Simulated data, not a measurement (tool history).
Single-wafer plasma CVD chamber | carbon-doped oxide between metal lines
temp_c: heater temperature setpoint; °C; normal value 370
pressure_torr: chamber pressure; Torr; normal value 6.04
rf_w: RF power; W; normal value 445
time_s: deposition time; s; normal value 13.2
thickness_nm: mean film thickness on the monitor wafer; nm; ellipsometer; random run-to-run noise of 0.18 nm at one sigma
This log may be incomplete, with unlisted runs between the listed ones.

run,hour,temp_c,pressure_torr,rf_w,time_s,wafers since the last listed run,hours since the last thermocouple change,hours since the last RF generator calibration,hours since the last manometer calibration,hours since the showerhead was replaced,hours since the gauge calibration,"read-back reference wafer on the same gauge, thickness_nm",thickness_nm
1,0,370,6.04,445,13.2,0,1939.9,1739.1,2459.5,1849.5,366.8,70.611,65.393
2,60,370,6.04,445,13.2,1829,1999.9,1799.1,2519.5,1909.5,426.8,70.56,64.664
3,130.9,370,6.04,445,13.2,2162,2070.8,1870,2590.4,1980.4,497.7,70.623,65.014
4,201.1,370,6.04,445,13.2,2141,2141,1940.2,2660.6,2050.6,567.9,70.592,64.896
# hour 261: thermocouple changed; heater temperature recalibrated
5,262.5,370,6.04,445,13.2,1628,1.5,2001.6,2722,2112,629.3,70.61,64.501
# hour 329: capacitance manometer re-zeroed and calibrated
6,329.5,370,6.04,445,13.2,1799,68.5,2068.6,0.5,2179,696.3,70.62,64.485
7,348.7,370,6.04,445,13.2,585,87.7,2087.8,19.7,2198.2,715.5,70.61,64.31
# hour 367.5: gauge calibrated
8,398.6,370,6.04,445,13.2,1521,137.6,2137.7,69.6,2248.1,31.1,70.597,64.083
9,458.7,370,5.07,445,13.2,1832,197.7,2197.8,129.7,2308.2,91.2,70.603,62.393
10,506.9,380,5.45,360,14.8,1470,245.9,2246,177.9,2356.4,139.4,70.619,62.735
11,536.6,370,6.04,445,13.2,905,275.6,2275.7,207.6,2386.1,169.1,70.58,63.699
# hour 556.6: showerhead replaced
# hour 586.3: RF generator calibrated
12,586.8,370,6.04,445,13.2,1043,325.8,0.5,257.8,30.2,219.3,70.598,67.03
13,629.8,370,5.66,500,13.2,1311,368.8,43.5,300.8,73.2,262.3,70.599,69.695
14,677.1,370,6.04,445,12.4,1442,416.1,90.8,348.1,120.5,309.6,70.623,62.754
15,705.9,370,6.04,445,13.2,878,444.9,119.6,376.9,149.3,338.4,70.619,66.765
16,765.3,370,6.73,445,13.2,1811,504.3,179,436.3,208.7,397.8,70.591,67.337

3 options for the next run, each taken on its own from the tool as it stands now. Forecast them:
A,765.7,370,6.67,445,13.2,12,504.7,179.4,436.7,209.1,398.2,?,?
B,765.7,357,5.2,390,12,12,504.7,179.4,436.7,209.1,398.2,?,?
C,765.7,370,6.04,445,14.1,12,504.7,179.4,436.7,209.1,398.2,?,?

run,"read-back reference wafer on the same gauge, thickness_nm",thickness_nm
A,70.595,67.498
B,70.595,58.328
C,70.595,71.323
Take away the tool's hidden state, keep each run's random variation, and the runs would have read:
run,thickness_nm
A,67.619
B,58.433
C,71.451
